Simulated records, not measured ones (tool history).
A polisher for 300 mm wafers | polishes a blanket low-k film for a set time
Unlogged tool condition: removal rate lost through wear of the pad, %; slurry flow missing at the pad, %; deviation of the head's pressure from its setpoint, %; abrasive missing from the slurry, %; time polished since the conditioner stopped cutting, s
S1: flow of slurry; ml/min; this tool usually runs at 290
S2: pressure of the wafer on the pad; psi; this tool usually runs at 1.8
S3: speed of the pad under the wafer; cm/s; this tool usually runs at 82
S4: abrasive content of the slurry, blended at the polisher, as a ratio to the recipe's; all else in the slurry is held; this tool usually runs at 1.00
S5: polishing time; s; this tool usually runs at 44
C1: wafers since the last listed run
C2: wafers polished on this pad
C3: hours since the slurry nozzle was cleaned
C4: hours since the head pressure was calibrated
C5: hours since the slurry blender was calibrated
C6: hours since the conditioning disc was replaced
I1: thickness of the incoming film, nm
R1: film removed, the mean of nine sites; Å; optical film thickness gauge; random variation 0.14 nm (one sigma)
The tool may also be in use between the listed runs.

run 1 hour=0.0 | S1=290 S2=1.8 S3=82 S4=0.90 S5=44 | C1=0 C2=387 C3=323.6 C4=772.6 C5=244.4 C6=137.6 | I1=713.5 | R1=142
-- hour=4.2 slurry blender recalibrated
run 2 hour=61.0 | S1=290 S2=1.8 S3=82 S4=1.00 S5=50 | C1=526 C2=914 C3=384.6 C4=833.6 C5=56.8 C6=198.6 | I1=711.4 | R1=170
-- hour=123.3 head pressure recalibrated
run 3 hour=123.8 | S1=290 S2=1.8 S3=82 S4=1.00 S5=50 | C1=542 C2=1456 C3=447.4 C4=0.5 C5=119.6 C6=261.4 | I1=703.8 | R1=173
-- hour=161.7 conditioning disc replaced and pad reconditioned
run 4 hour=171.1 | S1=290 S2=1.8 S3=82 S4=1.00 S5=50 | C1=404 C2=1860 C3=494.7 C4=47.8 C5=166.9 C6=9.4 | I1=718.6 | R1=172
-- hour=188.8 slurry nozzle cleaned
run 5 hour=200.0 | S1=290 S2=1.8 S3=82 S4=1.00 S5=44 | C1=248 C2=2109 C3=11.2 C4=76.7 C5=195.8 C6=38.3 | I1=705.4 | R1=150
-- hour=225.5 worn pad replaced by a new one
-- hour=269.3 slurry blender recalibrated
run 6 hour=304.1 | S1=290 S2=1.8 S3=82 S4=1.00 S5=44 | C1=875 C2=683 C3=115.3 C4=180.8 C5=34.8 C6=142.4 | I1=700.8 | R1=153
run 7 hour=348.8 | S1=290 S2=1.8 S3=82 S4=1.00 S5=44 | C1=398 C2=1082 C3=160.0 C4=225.5 C5=79.5 C6=187.1 | I1=711.3 | R1=151
run 8 hour=380.8 | S1=360 S2=1.8 S3=82 S4=1.00 S5=44 | C1=285 C2=1367 C3=192.0 C4=257.5 C5=111.5 C6=219.1 | I1=705.9 | R1=153
run 9 hour=407.6 | S1=290 S2=1.8 S3=82 S4=1.00 S5=51 | C1=239 C2=1607 C3=218.8 C4=284.3 C5=138.3 C6=245.9 | I1=712.4 | R1=175
-- hour=428.4 conditioning disc replaced and pad reconditioned
-- hour=500.5 worn pad replaced by a new one
-- hour=535.2 slurry blender recalibrated
run 10 hour=589.4 | S1=290 S2=1.8 S3=82 S4=1.00 S5=51 | C1=1550 C2=774 C3=400.6 C4=466.1 C5=54.2 C6=161.0 | I1=708.6 | R1=174
run 11 hour=633.1 | S1=290 S2=1.8 S3=82 S4=1.00 S5=51 | C1=389 C2=1164 C3=444.3 C4=509.8 C5=97.9 C6=204.7 | I1=705.7 | R1=174
run 12 hour=675.0 | S1=290 S2=1.8 S3=82 S4=1.00 S5=44 | C1=373 C2=1538 C3=486.2 C4=551.7 C5=139.8 C6=246.6 | I1=720.9 | R1=151
-- hour=701.0 conditioning disc replaced and pad reconditioned
run 13 hour=701.5 | S1=290 S2=1.8 S3=62 S4=1.00 S5=44 | C1=218 C2=1757 C3=512.7 C4=578.2 C5=166.3 C6=0.5 | I1=710.5 | R1=123
-- hour=751.5 worn pad replaced by a new one
run 14 hour=755.3 | S1=290 S2=1.8 S3=102 S4=1.00 S5=44 | C1=444 C2=34 C3=566.5 C4=632.0 C5=220.1 C6=54.3 | I1=709.6 | R1=178
-- hour=773.8 slurry blender recalibrated
-- hour=798.1 slurry nozzle cleaned
run 15 hour=806.0 | S1=290 S2=1.8 S3=82 S4=1.00 S5=44 | C1=425 C2=459 C3=7.9 C4=682.7 C5=32.2 C6=105.0 | I1=709.6 | R1=150
run 16 hour=840.4 | S1=290 S2=1.8 S3=82 S4=1.00 S5=44 | C1=306 C2=766 C3=42.3 C4=717.1 C5=66.6 C6=139.4 | I1=702.7 | R1=151
-- hour=892.4 head pressure recalibrated
run 17 hour=892.9 | S1=195 S2=1.8 S3=64 S4=1.00 S5=36 | C1=450 C2=1217 C3=94.8 C4=0.5 C5=119.1 C6=191.9 | I1=718.1 | R1=98
run 18 hour=923.1 | S1=290 S2=1.8 S3=82 S4=1.00 S5=44 | C1=269 C2=1486 C3=125.0 C4=30.7 C5=149.3 C6=222.1 | I1=699.4 | R1=149
-- hour=952.1 conditioning disc replaced and pad reconditioned
run 19 hour=964.0 | S1=290 S2=1.8 S3=82 S4=1.10 S5=44 | C1=347 C2=1833 C3=165.9 C4=71.6 C5=190.2 C6=11.9 | I1=721.0 | R1=157
run 20 hour=996.9 | S1=290 S2=2.4 S3=82 S4=0.90 S5=44 | C1=293 C2=2127 C3=198.8 C4=104.5 C5=223.1 C6=44.8 | I1=707.3 | R1=189
-- hour=1016.3 slurry blender recalibrated
-- hour=1024.9 worn pad replaced by a new one
run 21 hour=1025.9 | S1=290 S2=1.8 S3=82 S4=1.00 S5=50 | C1=205 C2=9 C3=227.8 C4=133.5 C5=9.6 C6=73.8 | I1=714.3 | R1=172
run 22 hour=1054.5 | S1=290 S2=1.8 S3=82 S4=1.00 S5=44 | C1=255 C2=264 C3=256.4 C4=162.1 C5=38.2 C6=102.4 | I1=703.8 | R1=151
run 23 hour=1107.1 | S1=245 S2=1.8 S3=108 S4=0.80 S5=55 | C1=469 C2=733 C3=309.0 C4=214.7 C5=90.8 C6=155.0 | I1=725.1 | R1=201
run 24 hour=1154.7 | S1=290 S2=1.4 S3=108 S4=1.30 S5=30 | C1=424 C2=1158 C3=356.6 C4=262.3 C5=138.4 C6=202.6 | I1=709.6 | R1=115
-- hour=1218.6 conditioning disc replaced and pad reconditioned
run 25 hour=1226.6 | S1=355 S2=1.8 S3=82 S4=1.20 S5=38 | C1=623 C2=1781 C3=428.5 C4=334.2 C5=210.3 C6=8.0 | I1=715.6 | R1=143
run 26 hour=1283.0 | S1=290 S2=1.8 S3=82 S4=0.80 S5=44 | C1=503 C2=2284 C3=484.9 C4=390.6 C5=266.7 C6=64.4 | I1=710.7 | R1=133

What if the next run were any one of these 3? Each begins from the tool's condition after run 26:
run A hour=1283.4 | S1=380 S2=1.8 S3=82 S4=1.00 S5=44 | C1=3 C2=2288 C3=485.3 C4=391.0 C5=267.1 C6=64.8 | I1=720.4 | R1=?
run B hour=1283.4 | S1=240 S2=1.5 S3=82 S4=0.85 S5=40 | C1=3 C2=2288 C3=485.3 C4=391.0 C5=267.1 C6=64.8 | I1=720.4 | R1=?
run C hour=1283.4 | S1=325 S2=1.8 S3=82 S4=1.10 S5=44 | C1=3 C2=2288 C3=485.3 C4=391.0 C5=267.1 C6=64.8 | I1=720.4 | R1=?

run=A R1=155
run=B R1=103
run=C R1=162
The same runs, with their run-to-run variation unchanged, on a tool lacking any hidden condition would have given:
run=A R1=155
run=B R1=103
run=C R1=162
